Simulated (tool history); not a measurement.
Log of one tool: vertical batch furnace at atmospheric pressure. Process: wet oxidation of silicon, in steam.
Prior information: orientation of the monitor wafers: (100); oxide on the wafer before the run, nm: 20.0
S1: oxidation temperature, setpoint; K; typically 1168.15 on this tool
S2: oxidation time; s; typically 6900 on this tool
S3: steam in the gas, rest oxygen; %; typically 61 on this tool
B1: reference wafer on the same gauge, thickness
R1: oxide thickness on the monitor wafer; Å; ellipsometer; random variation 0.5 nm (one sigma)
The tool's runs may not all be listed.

run 1 hour=0.0 | S1=1168.15 S2=6900 S3=61 | B1=170.09 | R1=1817.4
run 2 hour=26.1 | S1=1168.15 S2=6900 S3=61 | B1=170.03 | R1=1811.6
run 3 hour=58.2 | S1=1168.15 S2=6900 S3=61 | B1=169.99 | R1=1808.1
run 4 hour=91.9 | S1=1168.15 S2=6900 S3=61 | B1=169.94 | R1=1809.8
run 5 hour=120.0 | S1=1168.15 S2=6900 S3=61 | B1=170.12 | R1=1823.8
run 6 hour=146.5 | S1=1168.15 S2=6900 S3=61 | B1=170.03 | R1=1816.3
run 7 hour=171.9 | S1=1177.15 S2=6900 S3=70 | B1=169.99 | R1=2266.0
run 8 hour=184.6 | S1=1177.15 S2=6900 S3=70 | B1=170.02 | R1=2257.3
run 9 hour=200.7 | S1=1168.15 S2=6900 S3=61 | B1=170.06 | R1=1818.3
run 10 hour=231.2 | S1=1168.15 S2=6900 S3=61 | B1=169.98 | R1=1809.3
run 11 hour=248.6 | S1=1168.15 S2=6900 S3=61 | B1=170.01 | R1=1810.5
run 12 hour=264.0 | S1=1168.15 S2=6900 S3=61 | B1=170.00 | R1=1815.1
-- hour=281.9 gauge calibrated
run 13 hour=296.7 | S1=1168.15 S2=6900 S3=61 | B1=169.96 | R1=1813.3
-- hour=329.6 steam generator serviced
run 14 hour=330.1 | S1=1168.15 S2=6900 S3=61 | B1=170.02 | R1=1751.4
run 15 hour=352.8 | S1=1178.15 S2=8580 S3=53 | B1=170.03 | R1=2099.0
run 16 hour=385.2 | S1=1168.15 S2=6900 S3=72 | B1=169.95 | R1=1994.4
-- hour=414.5 steam generator serviced, repeated, since the last time left the tool worse
run 17 hour=415.0 | S1=1168.15 S2=6900 S3=61 | B1=170.03 | R1=1894.7
run 18 hour=431.0 | S1=1168.15 S2=6900 S3=61 | B1=170.06 | R1=1889.9
-- hour=467.8 thermocouples replaced and temperature profile calibrated
run 19 hour=468.3 | S1=1178.15 S2=3480 S3=56 | B1=170.02 | R1=1176.8
run 20 hour=482.2 | S1=1181.15 S2=6900 S3=72 | B1=169.91 | R1=2512.0
run 21 hour=497.4 | S1=1144.15 S2=6900 S3=73 | B1=169.96 | R1=1591.7
run 22 hour=521.8 | S1=1145.15 S2=8100 S3=56 | B1=170.10 | R1=1482.1
run 23 hour=551.7 | S1=1152.15 S2=7950 S3=69 | B1=170.05 | R1=1885.3
run 24 hour=578.3 | S1=1146.15 S2=7860 S3=68 | B1=169.97 | R1=1705.6
run 25 hour=601.1 | S1=1168.15 S2=6900 S3=61 | B1=170.05 | R1=1879.4
run 26 hour=634.9 | S1=1168.15 S2=6900 S3=53 | B1=169.98 | R1=1681.4

What if the next run were any one of these 5? Each begins from the tool's condition after run 26:
run A hour=640.0 | S1=1168.15 S2=6900 S3=61 | B1=? | R1=?
run B hour=640.0 | S1=1168.15 S2=10290 S3=49 | B1=? | R1=?
run C hour=640.0 | S1=1152.15 S2=9270 S3=65 | B1=? | R1=?
run D hour=640.0 | S1=1189.15 S2=9360 S3=50 | B1=? | R1=?
run E hour=640.0 | S1=1187.15 S2=5520 S3=72 | B1=? | R1=?

run=A B1=170.00 R1=1878.4
run=B B1=170.00 R1=2169.8
run=C B1=170.00 R1=2036.1
run=D B1=170.00 R1=2596.5
run=E B1=170.00 R1=2239.5
Take away the tool's hidden state, keep each run's random variation, and the runs would have read:
run=A R1=1902.5
run=B R1=2197.7
run=C R1=2062.6
run=D R1=2628.9
run=E R1=2267.6

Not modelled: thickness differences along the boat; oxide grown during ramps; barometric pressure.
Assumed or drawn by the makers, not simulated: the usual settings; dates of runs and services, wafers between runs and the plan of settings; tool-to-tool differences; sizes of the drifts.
